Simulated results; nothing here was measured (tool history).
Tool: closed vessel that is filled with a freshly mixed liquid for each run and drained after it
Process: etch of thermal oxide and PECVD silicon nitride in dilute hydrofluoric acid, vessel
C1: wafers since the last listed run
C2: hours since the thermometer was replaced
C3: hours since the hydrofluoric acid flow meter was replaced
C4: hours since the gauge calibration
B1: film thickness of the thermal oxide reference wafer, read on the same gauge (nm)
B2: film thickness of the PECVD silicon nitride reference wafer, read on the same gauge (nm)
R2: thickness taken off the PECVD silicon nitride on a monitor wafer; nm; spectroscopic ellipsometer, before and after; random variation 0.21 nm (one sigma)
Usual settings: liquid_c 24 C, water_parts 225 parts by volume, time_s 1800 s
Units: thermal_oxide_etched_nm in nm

Run 1, hour 0: usual settings but water_parts 150 parts by volume; C1 0; C2 184; C3 1222.6; C4 204.3; B1 119.98; B2 70.07. Result: thermal_oxide_etched_nm 51.36 nm, R2 33.76 nm.
Run 2, hour 66.9: usual settings but water_parts 175 parts by volume; C1 2769; C2 250.9; C3 1289.5; C4 271.2; B1 120.03; B2 69.95. Result: thermal_oxide_etched_nm 41.93 nm, R2 28.6 nm.
Run 3, hour 124: usual settings; C1 2363; C2 308; C3 1346.6; C4 328.3; B1 119.97; B2 69.97. Result: thermal_oxide_etched_nm 30.56 nm, R2 21.99 nm.
At hour 136.4: hydrofluoric acid flow meter replaced.
Run 4, hour 183.9: usual settings; C1 2438; C2 367.9; C3 47.5; C4 388.2; B1 120.03; B2 70.04. Result: thermal_oxide_etched_nm 33.57 nm, R2 23.41 nm.
Run 5, hour 285.6: usual settings; C1 4209; C2 469.6; C3 149.2; C4 489.9; B1 119.97; B2 70.04. Result: thermal_oxide_etched_nm 32.97 nm, R2 22.87 nm.
Run 6, hour 363.1: usual settings but liquid_c 27.5 C, water_parts 290 parts by volume, time_s 945 s; C1 3208; C2 547.1; C3 226.7; C4 567.4; B1 119.97; B2 69.95. Result: thermal_oxide_etched_nm 13.87 nm, R2 11.49 nm.
Run 7, hour 420.1: usual settings but liquid_c 29 C, water_parts 280 parts by volume, time_s 1175 s; C1 2359; C2 604.1; C3 283.7; C4 624.4; B1 119.99; B2 69.97. Result: thermal_oxide_etched_nm 18.76 nm, R2 15.83 nm.
Run 8, hour 456.2: usual settings; C1 1494; C2 640.2; C3 319.8; C4 660.5; B1 120; B2 69.97. Result: thermal_oxide_etched_nm 31.76 nm, R2 22.08 nm.
Run 9, hour 555: usual settings but liquid_c 29 C, water_parts 280 parts by volume, time_s 1175 s; C1 4089; C2 739; C3 418.6; C4 759.3; B1 120.03; B2 70.04. Result: thermal_oxide_etched_nm 18.53 nm, R2 15.34 nm.
At hour 561.6: thermometer replaced.
Run 10, hour 632.2: usual settings but time_s 2400 s; C1 3154; C2 70.6; C3 495.8; C4 836.5; B1 120.01; B2 69.94. Result: thermal_oxide_etched_nm 44.38 nm, R2 31.69 nm.
Run 11, hour 729.6: usual settings but time_s 2400 s; C1 4031; C2 168; C3 593.2; C4 933.9; B1 120.03; B2 70.02. Result: thermal_oxide_etched_nm 44.02 nm, R2 31.38 nm.
Run 12, hour 783.9: usual settings; C1 2247; C2 222.3; C3 647.5; C4 988.2; B1 120.01; B2 69.98. Result: thermal_oxide_etched_nm 32.72 nm, R2 23.25 nm.
Run 13, hour 861.7: usual settings; C1 3220; C2 300.1; C3 725.3; C4 1066; B1 119.98; B2 70.01. Result: thermal_oxide_etched_nm 32.11 nm, R2 22.86 nm.
Run 14, hour 903.6: usual settings; C1 1734; C2 342; C3 767.2; C4 1107.9; B1 119.98; B2 69.95. Result: thermal_oxide_etched_nm 31.94 nm, R2 22.54 nm.
Run 15, hour 976.6: usual settings but liquid_c 28 C; C1 3021; C2 415; C3 840.2; C4 1180.9; B1 120; B2 69.98. Result: thermal_oxide_etched_nm 36.13 nm, R2 29.05 nm.
Run 16, hour 1063.4: usual settings but liquid_c 21.5 C; C1 3593; C2 501.8; C3 927; C4 1267.7; B1 119.98; B2 70.06. Result: thermal_oxide_etched_nm 27.95 nm, R2 18.6 nm.
Run 17, hour 1112.4: usual settings but water_parts 285 parts by volume, time_s 2315 s; C1 2028; C2 550.8; C3 976; C4 1316.7; B1 120; B2 69.97. Result: thermal_oxide_etched_nm 29.24 nm, R2 21.92 nm.
Run 18, hour 1168.6: usual settings but liquid_c 25.5 C, water_parts 330 parts by volume, time_s 2375 s; C1 2326; C2 607; C3 1032.2; C4 1372.9; B1 120.02; B2 69.94. Result: thermal_oxide_etched_nm 25.78 nm, R2 20.65 nm.
At hour 1284.1: thermometer replaced.
At hour 1320.3: hydrofluoric acid flow meter replaced.
Run 19, hour 1395.2: usual settings but water_parts 285 parts by volume; C1 9297; C2 111.1; C3 74.9; C4 1599.5; B1 119.99; B2 70.01. Result: thermal_oxide_etched_nm 25.16 nm, R2 19.15 nm.
Run 20, hour 1494.9: usual settings but liquid_c 28.5 C, water_parts 150 parts by volume, time_s 2455 s; C1 4127; C2 210.8; C3 174.6; C4 1699.2; B1 120.01; B2 70.01. Result: thermal_oxide_etched_nm 87.53 nm, R2 63.07 nm.
Run 21, hour 1586.7: usual settings but liquid_c 20 C; C1 3800; C2 302.6; C3 266.4; C4 1791; B1 119.98; B2 70. Result: thermal_oxide_etched_nm 27.9 nm, R2 17.91 nm.
At hour 1595.1: gauge calibrated.
Run 22, hour 1689.7: usual settings but liquid_c 22 C, water_parts 260 parts by volume; C1 4263; C2 405.6; C3 369.4; C4 94.6; B1 119.99; B2 69.99. Result: thermal_oxide_etched_nm 24.84 nm, R2 17.24 nm.
Run 23, hour 1738.5: usual settings but liquid_c 20.5 C, water_parts 260 parts by volume, time_s 2390 s; C1 2020; C2 454.4; C3 418.2; C4 143.4; B1 120.01; B2 69.99. Result: thermal_oxide_etched_nm 30.75 nm, R2 20.44 nm.
Run 24, hour 1778.9: usual settings but water_parts 290 parts by volume, time_s 2770 s; C1 1672; C2 494.8; C3 458.6; C4 183.8; B1 120.01; B2 69.99. Result: thermal_oxide_etched_nm 35.46 nm, R2 26.39 nm.
Run 25, hour 1861.3: usual settings but water_parts 170 parts by volume; C1 3411; C2 577.2; C3 541; C4 266.2; B1 120.01; B2 70.01. Result: thermal_oxide_etched_nm 43.24 nm, R2 28.41 nm.
Run 26, hour 1968.4: usual settings but liquid_c 20.5 C, time_s 1180 s; C1 4433; C2 684.3; C3 648.1; C4 373.3; B1 120; B2 70.03. Result: thermal_oxide_etched_nm 17.46 nm, R2 11.05 nm.

3 ways to go on from here, each from the tool as it stands after run 26. What would each give?
Run A, hour 1969.6: usual settings but time_s 2515 s; C1 49; C2 685.5; C3 649.3; C4 374.5; B1 ?; B2 ?. Result: thermal_oxide_etched_nm ?, R2 ?.
Run B, hour 1969.6: usual settings but liquid_c 22 C; C1 49; C2 685.5; C3 649.3; C4 374.5; B1 ?; B2 ?. Result: thermal_oxide_etched_nm ?, R2 ?.
Run C, hour 1969.6: usual settings but water_parts 260 parts by volume, time_s 880 s; C1 49; C2 685.5; C3 649.3; C4 374.5; B1 ?; B2 ?. Result: thermal_oxide_etched_nm ?, R2 ?.

run      B1     B2  thermal_oxide_etched_nm     R2
  A  120.02  69.97                    42.11  29.25
  B  120.02  69.97                    27.96   18.4
  C  120.02  69.97                    12.31   8.89
Without the tool's hidden state the same runs would have given:
run  thermal_oxide_etched_nm     R2
  A                       49  35.79
  B                    32.58  22.57
  C                    14.31  10.85

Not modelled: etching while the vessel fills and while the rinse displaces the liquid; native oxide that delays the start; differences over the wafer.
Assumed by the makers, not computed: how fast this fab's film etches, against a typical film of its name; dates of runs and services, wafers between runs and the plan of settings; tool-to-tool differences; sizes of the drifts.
